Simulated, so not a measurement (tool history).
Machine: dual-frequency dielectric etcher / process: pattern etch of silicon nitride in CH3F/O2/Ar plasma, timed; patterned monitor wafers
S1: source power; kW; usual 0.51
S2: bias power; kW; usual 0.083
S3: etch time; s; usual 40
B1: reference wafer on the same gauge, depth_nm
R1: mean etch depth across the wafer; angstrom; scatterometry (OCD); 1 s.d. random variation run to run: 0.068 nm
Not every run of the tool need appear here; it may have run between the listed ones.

run,day,S1,S2,S3,B1,R1
1,0,0.54,0.09,40,32.79,364
# day 2.379: wet clean of the chamber
2,2.533,0.54,0.09,40,32.78,364.5
3,5.096,0.61,0.083,40,32.8,372.1
4,7.467,0.61,0.083,40,32.75,372.7
5,11.692,0.61,0.083,40,32.8,372.5
6,13.192,0.51,0.083,40,32.8,339.3
7,16.946,0.51,0.083,40,32.82,339.7
8,18.704,0.51,0.083,40,32.77,339.1
# day 20.879: upper electrode replaced
9,20.9,0.51,0.083,40,32.79,339.3
# day 23.908: gauge calibrated
10,23.933,0.59,0.083,48,32.77,438.7
# day 25.721: wet clean of the chamber
11,27.629,0.43,0.077,29,32.79,217.2
12,30.371,0.51,0.101,40,32.8,371.5
13,32.054,0.51,0.089,40,32.8,350.9
14,36.262,0.45,0.073,37,32.81,276.4

Forecast run 15:
15,43.996,0.41,0.072,46,?,?

B1: 32.8
R1: 324.5 angstrom
Minus the tool's unlogged condition, the same run would have read R1 324.5 angstrom.
